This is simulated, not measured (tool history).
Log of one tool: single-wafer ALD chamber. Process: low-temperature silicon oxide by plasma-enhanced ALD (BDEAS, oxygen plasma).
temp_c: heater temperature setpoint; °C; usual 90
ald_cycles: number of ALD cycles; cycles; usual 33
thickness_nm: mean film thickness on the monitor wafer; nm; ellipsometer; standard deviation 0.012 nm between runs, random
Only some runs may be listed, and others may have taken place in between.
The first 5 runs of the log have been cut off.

| run | hour | temp_c | ald_cycles | wafers since the last listed run | hours since the last thermocouple change | hours since the gauge calibration | read-back reference wafer on the same gauge, thickness_nm | thickness_nm |
|---|---|---|---|---|---|---|---|---|
| 6 | 44.2 | 90 | 33 | 64 | 2073.5 | 182 | 3.749 | 4.659 |
| 7 | 51 | 90 | 33 | 63 | 2080.3 | 188.8 | 3.754 | 4.627 |
| 8 | 59.2 | 95 | 37 | 76 | 2088.5 | 197 | 3.753 | 5.134 |
| 9 | 68 | 95 | 37 | 82 | 2097.3 | 205.8 | 3.751 | 5.146 |
| 10 | 78.9 | 90 | 33 | 102 | 2108.2 | 216.7 | 3.753 | 4.643 |
| 11 | 92.1 | 90 | 33 | 123 | 2121.4 | 229.9 | 3.75 | 4.64 |
| 12 | 104.8 | 90 | 33 | 119 | 2134.1 | 242.6 | 3.76 | 4.635 |
| 13 | 112.2 | 90 | 33 | 69 | 2141.5 | 250 | 3.757 | 4.64 |
| 14 | 119.3 | 80 | 29 | 66 | 2148.6 | 257.1 | 3.756 | 4.216 |
| 15 | 125.6 | 78 | 37 | 59 | 2154.9 | 263.4 | 3.762 | 5.414 |
| 16 | 143.1 | 100 | 27 | 164 | 2172.4 | 280.9 | 3.761 | 3.705 |
|  | 144.7 | gauge calibrated |
| 17 | 159.7 | 90 | 29 | 155 | 2189 | 15 | 3.73 | 4.04 |
| 18 | 173.9 | 90 | 39 | 133 | 2203.2 | 29.2 | 3.731 | 5.458 |
| 19 | 188.3 | 99 | 37 | 135 | 2217.6 | 43.6 | 3.732 | 5.026 |
| 20 | 199.8 | 90 | 33 | 107 | 2229.1 | 55.1 | 3.732 | 4.605 |

Predict the results of run 21:
|  | 216.7 | thermocouple changed; heater temperature recalibrated |
| 21 | 217.2 | 90 | 35 | 88 | 0.5 | 72.5 | ? | ? |

Run 21 gave read-back reference wafer on the same gauge, thickness_nm 3.732, thickness_nm 4.889 nm.
With no hidden state in the tool, this same run would have given thickness_nm 4.872 nm.
